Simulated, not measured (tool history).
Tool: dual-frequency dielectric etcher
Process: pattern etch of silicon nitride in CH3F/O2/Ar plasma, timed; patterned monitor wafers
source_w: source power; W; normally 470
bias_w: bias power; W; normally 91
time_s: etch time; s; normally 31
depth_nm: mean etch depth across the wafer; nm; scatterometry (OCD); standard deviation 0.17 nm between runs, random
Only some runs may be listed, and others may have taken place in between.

| run | hour | source_w | bias_w | time_s | wafers since the last listed run | hours since the last wet clean | hours since the last source power generator calibration | hours since the last bias power generator calibration | hours since the last upper electrode change | hours since the gauge calibration | read-back reference wafer on the same gauge, depth_nm | depth_nm |
|---|---|---|---|---|---|---|---|---|---|---|---|---|
| 1 | 0 | 560 | 91 | 31 | 0 | 250.7 | 3201.5 | 2439.9 | 3921.8 | 473.3 | 30.36 | 27.58 |
| 2 | 44.7 | 560 | 91 | 31 | 737 | 295.4 | 3246.2 | 2484.6 | 3966.5 | 518 | 30.38 | 27.31 |
| 3 | 97.7 | 470 | 91 | 31 | 874 | 348.4 | 3299.2 | 2537.6 | 4019.5 | 571 | 30.48 | 25.59 |
| 4 | 159.9 | 470 | 91 | 31 | 1026 | 410.6 | 3361.4 | 2599.8 | 4081.7 | 633.2 | 30.6 | 25.9 |
|  | 225.7 | wet clean of the chamber |
| 5 | 226.2 | 470 | 91 | 31 | 697 | 0.5 | 3427.7 | 2666.1 | 4148 | 699.5 | 30.66 | 26.18 |
| 6 | 312.6 | 470 | 91 | 31 | 1425 | 86.9 | 3514.1 | 2752.5 | 4234.4 | 785.9 | 30.72 | 25.81 |
| 7 | 381.5 | 470 | 91 | 31 | 1136 | 155.8 | 3583 | 2821.4 | 4303.3 | 854.8 | 30.74 | 26.21 |
| 8 | 410 | 470 | 91 | 31 | 470 | 184.3 | 3611.5 | 2849.9 | 4331.8 | 883.3 | 30.76 | 26.03 |
| 9 | 464.6 | 470 | 91 | 31 | 900 | 238.9 | 3666.1 | 2904.5 | 4386.4 | 937.9 | 30.85 | 26.33 |
| 10 | 532.5 | 470 | 91 | 31 | 1120 | 306.8 | 3734 | 2972.4 | 4454.3 | 1005.8 | 30.95 | 26.07 |
|  | 558.6 | upper electrode replaced |
| 11 | 575.8 | 470 | 91 | 31 | 318 | 350.1 | 3777.3 | 3015.7 | 17.2 | 1049.1 | 30.95 | 26.3 |
| 12 | 601.7 | 440 | 91 | 31 | 427 | 376 | 3803.2 | 3041.6 | 43.1 | 1075 | 30.97 | 25.89 |
| 13 | 628.7 | 440 | 91 | 31 | 445 | 403 | 3830.2 | 3068.6 | 70.1 | 1102 | 31.06 | 26.06 |
| 14 | 684.3 | 470 | 91 | 31 | 917 | 458.6 | 3885.8 | 3124.2 | 125.7 | 1157.6 | 31.09 | 26.45 |
| 15 | 716.3 | 470 | 91 | 31 | 527 | 490.6 | 3917.8 | 3156.2 | 157.7 | 1189.6 | 31.16 | 26.39 |
|  | 745.1 | wet clean of the chamber |
| 16 | 776.2 | 540 | 91 | 27 | 592 | 31.1 | 3977.7 | 3216.1 | 217.6 | 1249.5 | 31.14 | 24.39 |
| 17 | 952.7 | 470 | 91 | 38.5 | 2911 | 207.6 | 4154.2 | 3392.6 | 394.1 | 1426 | 31.38 | 33.05 |
|  | 1011.8 | bias power generator calibrated |
|  | 1089.1 | gauge calibrated |
| 18 | 1143.8 | 470 | 73 | 26.5 | 3086 | 398.7 | 4345.3 | 132 | 585.2 | 54.7 | 29.69 | 19.79 |
| 19 | 1181.1 | 510 | 84 | 27.5 | 615 | 436 | 4382.6 | 169.3 | 622.5 | 92 | 29.72 | 22.23 |
| 20 | 1232 | 470 | 91 | 31 | 839 | 486.9 | 4433.5 | 220.2 | 673.4 | 142.9 | 29.73 | 25.16 |
|  | 1278.8 | wet clean of the chamber |
| 21 | 1279.3 | 470 | 85 | 31 | 384 | 0.5 | 4480.8 | 267.5 | 720.7 | 190.2 | 29.79 | 24.72 |
| 22 | 1323.5 | 580 | 78 | 31 | 729 | 44.7 | 4525 | 311.7 | 764.9 | 234.4 | 29.87 | 25.48 |
|  | 1386.8 | source power generator calibrated |
| 23 | 1387.3 | 470 | 91 | 31 | 986 | 108.5 | 0.5 | 375.5 | 828.7 | 298.2 | 29.97 | 25.39 |
| 24 | 1454.9 | 380 | 79 | 24.5 | 1115 | 176.1 | 68.1 | 443.1 | 896.3 | 365.8 | 29.99 | 18.01 |
| 25 | 1495.7 | 470 | 97 | 37.5 | 673 | 216.9 | 108.9 | 483.9 | 937.1 | 406.6 | 30.02 | 31.67 |
| 26 | 1539.5 | 470 | 79 | 31 | 722 | 260.7 | 152.7 | 527.7 | 980.9 | 450.4 | 30.13 | 24.22 |
| 27 | 1567.6 | 470 | 91 | 31 | 463 | 288.8 | 180.8 | 555.8 | 1009 | 478.5 | 30.12 | 25.45 |
| 28 | 1606.5 | 580 | 68 | 27.5 | 641 | 327.7 | 219.7 | 594.7 | 1047.9 | 517.4 | 30.13 | 21.65 |
| 29 | 1657.9 | 380 | 91 | 24.5 | 847 | 379.1 | 271.1 | 646.1 | 1099.3 | 568.8 | 30.22 | 19.04 |
|  | 1736.6 | wet clean of the chamber |
| 30 | 1756.6 | 470 | 74 | 31 | 1232 | 20 | 369.8 | 744.8 | 1198 | 667.5 | 30.28 | 23.79 |
| 31 | 1784.2 | 470 | 107 | 39 | 455 | 47.6 | 397.4 | 772.4 | 1225.6 | 695.1 | 30.33 | 34.66 |

Pick out some run-to-run changes in depth_nm. Of each, how much would a tool without hidden state show as well, from the settings, what came in and chance, and how much is left for the hidden state and any gauge scatter not in both results compared?
Hidden conditions of the tool in this case: etch rate over this chamber's usual, %; source power that arrives over what is set, %; bias power that arrives over what is set, %; gauge reads high (%).
Run 16 -> 17: source_w 540 -> 470, time_s 27 -> 38.5. depth_nm +8.66 nm: hidden state +0.61, all else +8.05.
Run 17 -> 18: bias_w 91 -> 73, time_s 38.5 -> 26.5, bias power generator calibrated, gauge calibrated. depth_nm -13.26 nm: hidden state -1.79, all else -11.47.
Run 24 -> 25: source_w 380 -> 470, bias_w 79 -> 97, time_s 24.5 -> 37.5. depth_nm +13.66 nm: hidden state +0.18, all else +13.48.
Run 30 -> 31: bias_w 74 -> 107, time_s 31 -> 39. depth_nm +10.87 nm: hidden state +0.26, all else +10.61.
